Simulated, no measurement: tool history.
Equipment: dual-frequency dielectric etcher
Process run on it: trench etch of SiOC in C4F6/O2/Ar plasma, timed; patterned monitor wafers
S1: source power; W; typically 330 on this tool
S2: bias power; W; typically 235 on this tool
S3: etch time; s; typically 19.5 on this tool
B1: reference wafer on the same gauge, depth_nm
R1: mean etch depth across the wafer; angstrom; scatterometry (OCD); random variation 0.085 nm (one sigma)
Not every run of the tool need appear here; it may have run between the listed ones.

| run | hour | S1 | S2 | S3 | B1 | R1 |
|---|---|---|---|---|---|---|
| 1 | 0.0 | 330 | 235 | 19.5 | 46.59 | 422.3 |
| 2 | 38.9 | 330 | 235 | 21.5 | 46.60 | 465.5 |
| 3 | 79.2 | 330 | 235 | 21.5 | 46.59 | 465.6 |
|  | 114.8 | wet clean of the chamber |
| 4 | 156.0 | 330 | 235 | 21.5 | 46.60 | 466.6 |
| 5 | 211.9 | 410 | 199 | 23.0 | 46.60 | 514.2 |
| 6 | 317.7 | 390 | 235 | 19.5 | 46.59 | 453.9 |
| 7 | 390.3 | 290 | 289 | 24.5 | 46.59 | 540.2 |
| 8 | 483.1 | 330 | 235 | 19.5 | 46.60 | 423.1 |
|  | 487.1 | bias power generator calibrated |
| 9 | 573.6 | 330 | 186 | 14.5 | 46.58 | 283.0 |
| 10 | 655.2 | 330 | 235 | 19.5 | 46.60 | 410.2 |
| 11 | 736.4 | 330 | 275 | 19.5 | 46.59 | 432.4 |
|  | 806.9 | wet clean of the chamber |
| 12 | 837.2 | 330 | 235 | 19.5 | 46.61 | 410.6 |
| 13 | 910.7 | 300 | 178 | 19.5 | 46.60 | 361.1 |
|  | 967.4 | source power generator calibrated |
|  | 991.5 | upper electrode replaced |
| 14 | 994.5 | 290 | 215 | 22.0 | 46.63 | 425.3 |
|  | 1013.7 | gauge calibrated |
| 15 | 1070.0 | 350 | 235 | 14.5 | 46.59 | 312.3 |
| 16 | 1120.9 | 330 | 235 | 22.0 | 46.59 | 464.1 |
|  | 1165.7 | bias power generator calibrated, repeated, since the last time left the tool worse |
| 17 | 1209.0 | 370 | 215 | 15.0 | 46.61 | 326.9 |
| 18 | 1265.4 | 250 | 271 | 22.5 | 46.61 | 453.2 |
| 19 | 1320.1 | 330 | 235 | 18.0 | 46.63 | 385.4 |
| 20 | 1383.6 | 370 | 292 | 14.0 | 46.61 | 337.1 |
| 21 | 1457.3 | 330 | 235 | 21.5 | 46.60 | 459.6 |
|  | 1484.3 | wet clean of the chamber |
| 22 | 1557.5 | 300 | 270 | 19.5 | 46.61 | 421.6 |
| 23 | 1664.6 | 400 | 235 | 15.0 | 46.61 | 348.3 |
| 24 | 1901.4 | 330 | 235 | 16.5 | 46.61 | 353.1 |
| 25 | 1953.6 | 370 | 273 | 14.5 | 46.58 | 341.6 |
| 26 | 2009.7 | 330 | 235 | 19.5 | 46.61 | 417.0 |
| 27 | 2074.3 | 390 | 180 | 15.0 | 46.60 | 315.4 |
|  | 2149.3 | wet clean of the chamber |
| 28 | 2152.2 | 330 | 289 | 23.0 | 46.62 | 526.5 |

Consider 5 possible next runs. They are alternatives, not a sequence: every one starts from the tool as it was left by run 28. What does each give?
| A | 2152.6 | 330 | 235 | 15.5 | ? | ? |
| B | 2152.6 | 400 | 213 | 14.5 | ? | ? |
| C | 2152.6 | 270 | 195 | 19.5 | ? | ? |
| D | 2152.6 | 370 | 200 | 19.5 | ? | ? |
| E | 2152.6 | 250 | 271 | 21.5 | ? | ? |

| run | B1 | R1 |
|---|---|---|
| A | 46.60 | 333.1 |
| B | 46.60 | 326.1 |
| C | 46.60 | 363.6 |
| D | 46.60 | 416.6 |
| E | 46.60 | 433.4 |
With the hidden condition removed and each run's random variation left untouched, the same runs would have given:
| run | R1 |
|---|---|
| A | 333.5 |
| B | 326.5 |
| C | 364.0 |
| D | 417.1 |
| E | 434.0 |
